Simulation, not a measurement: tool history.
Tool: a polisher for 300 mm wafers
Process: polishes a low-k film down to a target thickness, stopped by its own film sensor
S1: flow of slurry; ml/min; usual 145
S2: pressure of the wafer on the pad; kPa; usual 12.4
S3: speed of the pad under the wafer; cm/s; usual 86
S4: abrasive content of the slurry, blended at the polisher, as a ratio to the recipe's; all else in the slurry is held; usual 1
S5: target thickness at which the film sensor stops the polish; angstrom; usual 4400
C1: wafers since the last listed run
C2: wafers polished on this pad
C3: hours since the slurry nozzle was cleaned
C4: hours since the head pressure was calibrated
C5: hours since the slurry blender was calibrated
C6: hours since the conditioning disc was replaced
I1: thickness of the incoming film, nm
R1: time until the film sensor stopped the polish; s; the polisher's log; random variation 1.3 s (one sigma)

run	hour	S1	S2	S3	S4	S5	C1	C2	C3	C4	C5	C6	I1	R1
1	0	120	12.4	86	1	4400	0	728	8.7	64.3	58.2	527.3	479.9	100.5
# hour 47.1: conditioning disc replaced and pad reconditioned
2	47.6	120	12.4	86	1	4400	213	942	56.3	111.9	105.8	0.5	485.6	114.1
3	84.9	120	12.4	86	1	4400	174	1117	93.6	149.2	143.1	37.8	484.5	111
# hour 114.9: worn pad replaced by a new one
4	147.3	145	12.4	66	1	4400	273	151	156	211.6	205.5	100.2	489.5	146.5
5	212.6	145	12.4	66	1	4400	305	457	221.3	276.9	270.8	165.5	481.1	124.5
# hour 222.8: slurry blender recalibrated
6	262.8	145	12.4	66	1	4400	225	683	271.5	327.1	40	215.7	475.8	107.1
# hour 323.2: head pressure recalibrated
7	364	145	14.5	86	1	4400	464	1147	372.7	40.8	141.2	316.9	483.5	94.2
# hour 405.4: worn pad replaced by a new one
8	405.9	145	12.4	86	1	4400	177	2	414.6	82.7	183.1	358.8	482.1	103.7
9	443.7	145	12.4	86	1	4400	177	179	452.4	120.5	220.9	396.6	482.4	101.6
# hour 516: slurry blender recalibrated
10	574	145	12.4	86	1	4400	600	780	582.7	250.8	58	526.9	478.4	93.1
# hour 653.4: worn pad replaced by a new one
# hour 659.9: conditioning disc replaced and pad reconditioned
11	672.7	170	14.5	86	0.85	4500	434	80	681.4	349.5	156.7	12.8	477.3	60.4
# hour 713.2: head pressure recalibrated
# hour 747.1: slurry nozzle cleaned
12	756.3	145	12.4	96	1	4400	377	458	9.2	43.1	240.3	96.4	481.2	91.5
13	825.8	145	12.4	86	1	4400	325	783	78.7	112.6	309.8	165.9	490.1	120.5
# hour 830.3: slurry blender recalibrated
14	866.7	160	12.4	86	1	4400	182	966	119.6	153.5	36.4	206.8	483.4	102.9
# hour 900: worn pad replaced by a new one
15	904.6	145	12.4	86	1	4400	158	21	157.5	191.4	74.3	244.7	476.9	90.2
16	986.5	145	12.4	86	1	4400	383	404	239.4	273.3	156.2	326.6	488.5	115.7
17	1071.4	175	12.4	76	1	4400	397	802	324.3	358.2	241.1	411.5	475.3	91.7
# hour 1119.1: slurry blender recalibrated
# hour 1123.3: head pressure recalibrated
18	1169.9	145	14.5	86	1	4400	442	1245	422.8	46.6	50.8	510	472.1	67.6
# hour 1201.9: worn pad replaced by a new one
# hour 1231.4: conditioning disc replaced and pad reconditioned
19	1278.1	145	12.4	86	1.25	4330	478	347	531	154.8	159	46.7	490.5	125.2
20	1330	145	12.4	86	1	4460	243	590	582.9	206.7	210.9	98.6	490	105.1
21	1409.5	145	13.8	86	0.9	4290	372	962	662.4	286.2	290.4	178.1	476.6	108.1

4 ways to go on from here, each from the tool as it stands after run 21. What would each give?
A	1410	145	12.4	86	1.3	4400	2	965	662.9	286.7	290.9	178.6	485.3	?
B	1410	145	14.5	64	1	4460	2	965	662.9	286.7	290.9	178.6	485.3	?
C	1410	185	15.9	70	1.15	4400	2	965	662.9	286.7	290.9	178.6	485.3	?
D	1410	105	9	98	1	4400	2	965	662.9	286.7	290.9	178.6	485.3	?

run	R1
A	98.6
B	106.3
C	94.3
D	143.3
Without the tool's hidden state the same runs would have given:
run	R1
A	98.6
B	106.3
C	94.3
D	143.3

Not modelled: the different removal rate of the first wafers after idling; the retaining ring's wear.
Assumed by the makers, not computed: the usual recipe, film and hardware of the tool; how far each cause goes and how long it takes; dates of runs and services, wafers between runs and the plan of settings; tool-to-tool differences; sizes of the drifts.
